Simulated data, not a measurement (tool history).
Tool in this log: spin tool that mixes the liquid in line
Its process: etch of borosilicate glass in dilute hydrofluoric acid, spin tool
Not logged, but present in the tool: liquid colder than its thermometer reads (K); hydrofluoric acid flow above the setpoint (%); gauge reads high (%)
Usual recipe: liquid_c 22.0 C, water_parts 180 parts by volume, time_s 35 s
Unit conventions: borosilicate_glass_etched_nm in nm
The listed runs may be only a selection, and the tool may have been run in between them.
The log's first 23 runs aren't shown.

run,hour,liquid_c,water_parts,time_s,wafers since the last listed run,hours since the thermometer was replaced,hours since the hydrofluoric acid flow meter was replaced,hours since the gauge calibration,"read-back film thickness of the borosilicate glass reference wafer, read on the same gauge (nm)",borosilicate_glass_etched_nm
24,1787.7,19.0,180,30,845,138.0,186.0,105.2,149.998,3.926
25,1965.7,22.0,180,30,1587,316.0,364.0,283.2,149.993,4.369
26,2062.6,18.0,135,20,863,412.9,460.9,380.1,149.995,3.480
27,2337.6,18.0,180,35,2451,687.9,735.9,655.1,150.014,4.371
28,2413.8,22.0,180,20,679,764.1,812.1,731.3,150.016,2.921
29,2456.2,20.5,145,35,378,806.5,854.5,773.7,149.997,6.238
30,2556.0,18.5,235,25,889,906.3,954.3,873.5,149.997,2.341
31,2629.3,25.5,220,20,653,979.6,1027.6,946.8,150.016,2.615
32,2719.4,23.5,180,35,803,1069.7,1117.7,1036.9,150.004,5.431
33,2800.2,22.0,180,35,720,1150.5,1198.5,1117.7,150.003,5.181

Branching from run 33: 4 alternative next runs. What would each branch give?
A,2800.6,26.0,180,35,3,1150.9,1198.9,1118.1,?,?
B,2800.6,26.5,155,50,3,1150.9,1198.9,1118.1,?,?
C,2800.6,26.0,180,50,3,1150.9,1198.9,1118.1,?,?
D,2800.6,17.5,180,35,3,1150.9,1198.9,1118.1,?,?

run,"read-back film thickness of the borosilicate glass reference wafer, read on the same gauge (nm)",borosilicate_glass_etched_nm
A,149.997,5.990
B,149.997,10.414
C,149.997,8.557
D,149.997,4.305
Without the tool's unlogged condition, the same runs would have read:
run,borosilicate_glass_etched_nm
A,5.997
B,10.436
C,8.567
D,4.328

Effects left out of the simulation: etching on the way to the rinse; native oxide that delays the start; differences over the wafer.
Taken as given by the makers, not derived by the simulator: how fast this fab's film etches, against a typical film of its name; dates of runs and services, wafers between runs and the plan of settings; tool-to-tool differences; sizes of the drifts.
